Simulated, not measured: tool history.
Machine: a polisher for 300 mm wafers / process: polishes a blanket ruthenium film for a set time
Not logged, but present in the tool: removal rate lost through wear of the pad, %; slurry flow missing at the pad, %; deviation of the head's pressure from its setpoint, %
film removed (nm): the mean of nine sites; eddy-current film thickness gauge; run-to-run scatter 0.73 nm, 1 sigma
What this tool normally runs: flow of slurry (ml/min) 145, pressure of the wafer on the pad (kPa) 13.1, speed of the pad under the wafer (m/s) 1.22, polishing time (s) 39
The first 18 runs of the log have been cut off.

| run | hour | flow of slurry (ml/min) | pressure of the wafer on the pad (kPa) | speed of the pad under the wafer (m/s) | polishing time (s) | wafers since the last listed run | wafers polished on this pad | hours since the slurry nozzle was cleaned | hours since the head pressure was calibrated | incoming thickness of the incoming film, nm | film removed (nm) |
|---|---|---|---|---|---|---|---|---|---|---|---|
| 19 | 240 | 145 | 13.1 | 1.02 | 39 | 78 | 747 | 260.2 | 148.7 | 439.3 | 41.6 |
| 20 | 255.9 | 145 | 13.1 | 1.22 | 39 | 147 | 894 | 276.1 | 164.6 | 434.2 | 47.2 |
| 21 | 263.9 | 145 | 13.1 | 1.22 | 31 | 74 | 968 | 284.1 | 172.6 | 433.8 | 39.1 |
| 22 | 281.8 | 145 | 15.9 | 1.38 | 39 | 166 | 1135 | 302 | 190.5 | 426.7 | 64.8 |
|  | 293.8 | worn pad replaced by a new one |
| 23 | 299.8 | 145 | 11 | 1.1 | 29 | 129 | 55 | 320 | 208.5 | 433.5 | 28.6 |
| 24 | 311.8 | 195 | 13.1 | 1.22 | 39 | 111 | 167 | 332 | 220.5 | 438.3 | 52.6 |
| 25 | 319.9 | 185 | 16.5 | 1.54 | 35 | 75 | 242 | 340.1 | 228.6 | 424.7 | 73 |
| 26 | 332.7 | 145 | 10.3 | 1.1 | 32 | 118 | 361 | 352.9 | 241.4 | 426.9 | 29.5 |
|  | 333.8 | slurry nozzle cleaned |
| 27 | 349.1 | 110 | 17.2 | 1.22 | 39 | 142 | 504 | 15.3 | 257.8 | 423.9 | 61.1 |
| 28 | 364.5 | 195 | 13.1 | 1.64 | 33 | 142 | 647 | 30.7 | 273.2 | 425 | 55.9 |
| 29 | 371.9 | 110 | 15.2 | 1.08 | 25 | 68 | 715 | 38.1 | 280.6 | 430.4 | 31.3 |
| 30 | 381 | 110 | 13.1 | 1.58 | 39 | 84 | 800 | 47.2 | 289.7 | 425.4 | 58.3 |
| 31 | 387.1 | 145 | 9.7 | 1.22 | 39 | 56 | 856 | 53.3 | 295.8 | 432.9 | 35.9 |
| 32 | 395 | 130 | 13.1 | 1.22 | 28 | 73 | 930 | 61.2 | 303.7 | 438.2 | 33.4 |
| 33 | 403.8 | 145 | 16.5 | 1.06 | 51 | 81 | 1011 | 70 | 312.5 | 430.4 | 70.3 |
| 34 | 410.6 | 145 | 9 | 1.44 | 39 | 63 | 1074 | 76.8 | 319.3 | 422 | 37.9 |
| 35 | 420.2 | 145 | 13.1 | 1.22 | 39 | 89 | 1164 | 86.4 | 328.9 | 426.7 | 46.9 |
|  | 440.1 | worn pad replaced by a new one |
| 36 | 440.6 | 195 | 17.9 | 1.48 | 48 | 152 | 4 | 106.8 | 349.3 | 427.2 | 105.2 |
| 37 | 451.5 | 145 | 13.1 | 1.22 | 39 | 101 | 105 | 117.7 | 360.2 | 430.7 | 49.7 |
| 38 | 459.4 | 145 | 10.3 | 1.5 | 53 | 73 | 179 | 125.6 | 368.1 | 434.4 | 62 |

What if the next run were any one of these 3? Each begins from the tool's condition after run 38:
| A | 459.8 | 100 | 13.1 | 1.22 | 39 | 3 | 182 | 126 | 368.5 | 431.5 | ? |
| B | 459.8 | 130 | 11 | 1.22 | 30 | 3 | 182 | 126 | 368.5 | 431.5 | ? |
| C | 459.8 | 130 | 13.1 | 1.22 | 50 | 3 | 182 | 126 | 368.5 | 431.5 | ? |

| run | film removed (nm) |
|---|---|
| A | 46.4 |
| B | 31.9 |
| C | 63.2 |
Take away the tool's hidden state, keep each run's random variation, and the runs would have read:
| run | film removed (nm) |
|---|---|
| A | 46.9 |
| B | 32.2 |
| C | 63.7 |
